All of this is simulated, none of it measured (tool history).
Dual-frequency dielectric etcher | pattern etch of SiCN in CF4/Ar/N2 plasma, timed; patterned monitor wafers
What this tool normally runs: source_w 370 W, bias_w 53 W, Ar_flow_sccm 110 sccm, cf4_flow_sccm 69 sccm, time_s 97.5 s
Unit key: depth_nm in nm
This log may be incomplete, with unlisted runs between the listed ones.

run    hour  source_w  bias_w  Ar_flow_sccm  cf4_flow_sccm  time_s  read-back reference wafer on the same gauge, depth_nm  depth_nm
  1       0       370      53           110             69    76.5                                                   50.9        46
          3  -- gauge calibrated
      130.7  -- bias power generator calibrated
  2   231.8       330      62           110             52   119.5                                                   52.1      68.2
  3   294.2       370      53           110             69    97.5                                                   52.1      59.8
  4   390.6       410      59           110             80    97.5                                                   51.9      67.8
  5   436.7       290      53           110             59    97.5                                                   51.8      48.9
  6   498.1       370      62           127             52     109                                                   51.8        66
      722.4  -- Ar flow controller replaced
      756.6  -- wet clean of the chamber
  7   765.8       290      43            89             69    97.5                                                   51.4      48.1
        780  -- source power generator calibrated
  8   839.5       370      44           110             69    84.5                                                   51.4      48.1
  9   890.4       370      53           125             69    97.5                                                   51.5      58.2
 10  1210.3       340      57            96             69    97.5                                                   51.2      57.6
     1219.2  -- CF4 flow controller replaced
 11  1270.3       370      60           110             69    97.5                                                   51.1      61.4
 12  1339.6       370      53           110             69    97.5                                                   51.1      58.5
 13  1442.2       370      60           110             76    97.5                                                   51.1      62.2
 14  1532.6       290      43            89             69    97.5                                                     51      47.6
 15  1570.4       370      53           110             69    97.5                                                     51      58.8
 16  1609.3       370      59           138             69    97.5                                                     51      59.2
     1639.8  -- wet clean of the chamber
 17  1928.6       370      53           110             57     111                                                   50.9      64.4
 18    1974       370      53           110             69    97.5                                                   50.9      58.4
 19    2203       370      53           110             69    97.5                                                   50.8      58.6
     2210.6  -- source power generator calibrated
 20  2286.2       370      53           110             56    69.5                                                   50.8      40.3
 21    2341       350      53           110             69    97.5                                                   50.8      56.4
 22  2438.9       420      53           110             84    97.5                                                   50.8      65.5

Give the tool's hidden conditions for every run:
etch rate over this chamber's usual, %: 0 across all the runs
source power that arrives over what is set, %: 0 across all the runs
bias power that arrives over what is set, %: 0 across all the runs
Ar flow that arrives over what is set, %: 0 across all the runs
CF4 flow that arrives over what is set, %: 0 across all the runs
H1: gauge reads high (%)
run      H1
  1   -3.02
  2  -0.603
  3  -0.769
  4      -1
  5   -1.11
  6   -1.24
  7   -1.73
  8   -1.85
  9   -1.92
 10   -2.31
 11   -2.37
 12   -2.44
 13   -2.52
 14   -2.59
 15   -2.62
 16   -2.65
 17   -2.84
 18   -2.86
 19   -2.96
 20   -2.99
 21   -3.01
 22   -3.04
